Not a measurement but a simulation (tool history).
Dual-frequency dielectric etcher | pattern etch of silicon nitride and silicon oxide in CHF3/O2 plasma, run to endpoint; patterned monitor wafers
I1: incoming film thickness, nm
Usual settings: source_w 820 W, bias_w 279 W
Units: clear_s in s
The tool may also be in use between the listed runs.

Run 1, day 0: usual settings; I1 214.1. Result: clear_s 105.4 s.
Run 2, day 0.408: usual settings; I1 212.6. Result: clear_s 104.7 s.
Run 3, day 0.929: usual settings but source_w 750 W; I1 211.7. Result: clear_s 106.7 s.
Run 4, day 1.675: usual settings; I1 212.6. Result: clear_s 103.9 s.
Run 5, day 2.058: usual settings; I1 212.7. Result: clear_s 104.8 s.
Run 6, day 2.679: usual settings; I1 212.5. Result: clear_s 103.5 s.
Run 7, day 4.408: usual settings; I1 213.8. Result: clear_s 107 s.
Run 8, day 4.425: usual settings but source_w 930 W; I1 212.8. Result: clear_s 102.7 s.
Run 9, day 4.442: usual settings but source_w 930 W; I1 214.9. Result: clear_s 102.9 s.
Run 10, day 4.504: usual settings but source_w 670 W; I1 214.8. Result: clear_s 115.7 s.
Run 11, day 5.171: usual settings but bias_w 330 W; I1 211.8. Result: clear_s 98.3 s.
Run 12, day 5.762: usual settings but source_w 670 W; I1 212.3. Result: clear_s 113.9 s.
Run 13, day 6.025: usual settings but source_w 920 W; I1 213.4. Result: clear_s 102.5 s.
Run 14, day 7.188: usual settings but source_w 620 W, bias_w 345 W; I1 213.2. Result: clear_s 106.3 s.
Run 15, day 7.2: usual settings; I1 212.1. Result: clear_s 105.3 s.
Run 16, day 7.217: usual settings but source_w 680 W, bias_w 336 W; I1 211.7. Result: clear_s 103.7 s.
Run 17, day 7.562: usual settings but source_w 650 W, bias_w 297 W; I1 215.4. Result: clear_s 112.8 s.
Run 18, day 7.933: usual settings but bias_w 338 W; I1 214.4. Result: clear_s 97.9 s.
Run 19, day 8.288: usual settings but bias_w 342 W; I1 214.6. Result: clear_s 97.4 s.
Run 20, day 8.996: usual settings but source_w 700 W, bias_w 300 W; I1 213.1. Result: clear_s 107.7 s.

Not shown: 4 entries that the log had between the listed runs. Between which runs, and how does the tool's hidden state differ before and after?
Between runs 6 and 7: wet clean of the chamber (day 4.388)
  etch rate over this chamber's usual, %: 3.66 -> 0.877
  measured less the result without the state, clear_s: -3.8 -> -0.9 s
Between runs 11 and 12: source power generator calibrated (day 5.492)
  etch rate over this chamber's usual, %: 1.11 -> 1.3
  measured less the result without the state, clear_s: -1.1 -> -1.5 s
Between runs 13 and 14: bias power generator calibrated (day 7.062); upper electrode replaced (day 7.167)
  etch rate over this chamber's usual, %: 1.38 -> 1.74
  measured less the result without the state, clear_s: -1.5 -> -1.8 s
